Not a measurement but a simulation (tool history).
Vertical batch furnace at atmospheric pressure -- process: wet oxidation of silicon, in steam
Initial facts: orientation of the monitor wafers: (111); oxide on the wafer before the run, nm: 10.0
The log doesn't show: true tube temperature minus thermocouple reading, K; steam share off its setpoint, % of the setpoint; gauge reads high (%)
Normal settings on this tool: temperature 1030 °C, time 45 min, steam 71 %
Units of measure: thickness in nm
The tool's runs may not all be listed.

run	hour	temperature	time	steam	wafers since the last listed run	hours since the last temperature calibration	hours since the steam generator was serviced	hours since the gauge calibration	read-back reference wafer on the same gauge, thickness	thickness
1	0	1030	45	71	0	2513	2489.3	345.2	339.88	405.29
2	9.3	1030	45	71	134	2522.3	2498.6	354.5	340.09	405.03
# hour 22.7: gauge calibrated
3	30.6	1030	45	71	308	2543.6	2519.9	7.9	339.98	404.55
4	47.3	1030	45	79	241	2560.3	2536.6	24.6	339.8	432.14
5	63.8	1030	55	71	238	2576.8	2553.1	41.1	339.7	456.72
6	79.8	1030	45	71	231	2592.8	2569.1	57.1	340.01	404.86
7	88.4	1030	45	71	124	2601.4	2577.7	65.7	340.06	405.16
8	102.7	1038	34.5	71	206	2615.7	2592	80	340.11	360.07
9	118.2	1038	34.5	71	224	2631.2	2607.5	95.5	339.9	359.46
10	138.5	1038	34.5	71	293	2651.5	2627.8	115.8	339.97	359.56
11	152.1	1030	45	71	196	2665.1	2641.4	129.4	340.08	405.93
12	159.5	1023	45	71	107	2672.5	2648.8	136.8	340.03	389.29
13	170.4	1030	45	65	157	2683.4	2659.7	147.7	339.87	383.57
# hour 212.5: steam generator serviced
14	213	1030	45	65	269	2726	0.5	190.3	340.17	397.91
15	218.2	1030	45	65	75	2731.2	5.7	195.5	340.13	397.97
16	226.9	1049	45	71	125	2739.9	14.4	204.2	340	459.79
17	243.1	1030	45	71	234	2756.1	30.6	220.4	340.09	418.74
18	254.1	1041	23.5	71	159	2767.1	41.6	231.4	340.12	298.22
19	272.7	1030	45	65	269	2785.7	60.2	250	340.22	395.93
20	292.7	1030	45	71	289	2805.7	80.2	270	340.33	418.19
21	310.5	1015	35	80	257	2823.5	98	287.8	339.97	354.9
22	321.2	1007	45	61	154	2834.2	108.7	298.5	339.97	332.98
23	329.9	1030	45	71	125	2842.9	117.4	307.2	339.8	418.54
# hour 352.3: gauge calibrated
# hour 359.6: thermocouples replaced and temperature profile calibrated
24	360.1	1030	45	71	89	0.5	147.6	7.8	339.93	416.87
25	365.3	1030	45	59	75	5.7	152.8	13	340.02	373.65
26	370.5	1030	26	61	75	10.9	158	18.2	339.89	270.21
27	383.6	1051	63	71	189	24	171.1	31.3	339.98	562.66
28	400.7	1038	35.5	63	247	41.1	188.2	48.4	340.28	352.11
29	411.4	1013	65.5	63	154	51.8	198.9	59.1	339.9	445.19
30	432.7	1013	62	71	308	73.1	220.2	80.4	339.66	464.3
31	476.1	1042	45	61	628	116.5	263.6	123.8	340.07	405.43

5 ways to go on from here, each from the tool as it stands after run 31. What would each give?
A	481.4	1053	45	71	76	121.8	268.9	129.1	?	?
B	481.4	1005	45	64	76	121.8	268.9	129.1	?	?
C	481.4	1047	32.5	71	76	121.8	268.9	129.1	?	?
D	481.4	1030	45	82	76	121.8	268.9	129.1	?	?
E	481.4	1030	54	79	76	121.8	268.9	129.1	?	?

run	read-back reference wafer on the same gauge, thickness	thickness
A	339.93	466.5
B	339.93	339.23
C	339.93	374.43
D	339.93	454.83
E	339.93	495.66
What these runs would have given with no unlogged condition in the tool:
run	thickness
A	472.56
B	344.11
C	379.45
D	460.91
E	502.23

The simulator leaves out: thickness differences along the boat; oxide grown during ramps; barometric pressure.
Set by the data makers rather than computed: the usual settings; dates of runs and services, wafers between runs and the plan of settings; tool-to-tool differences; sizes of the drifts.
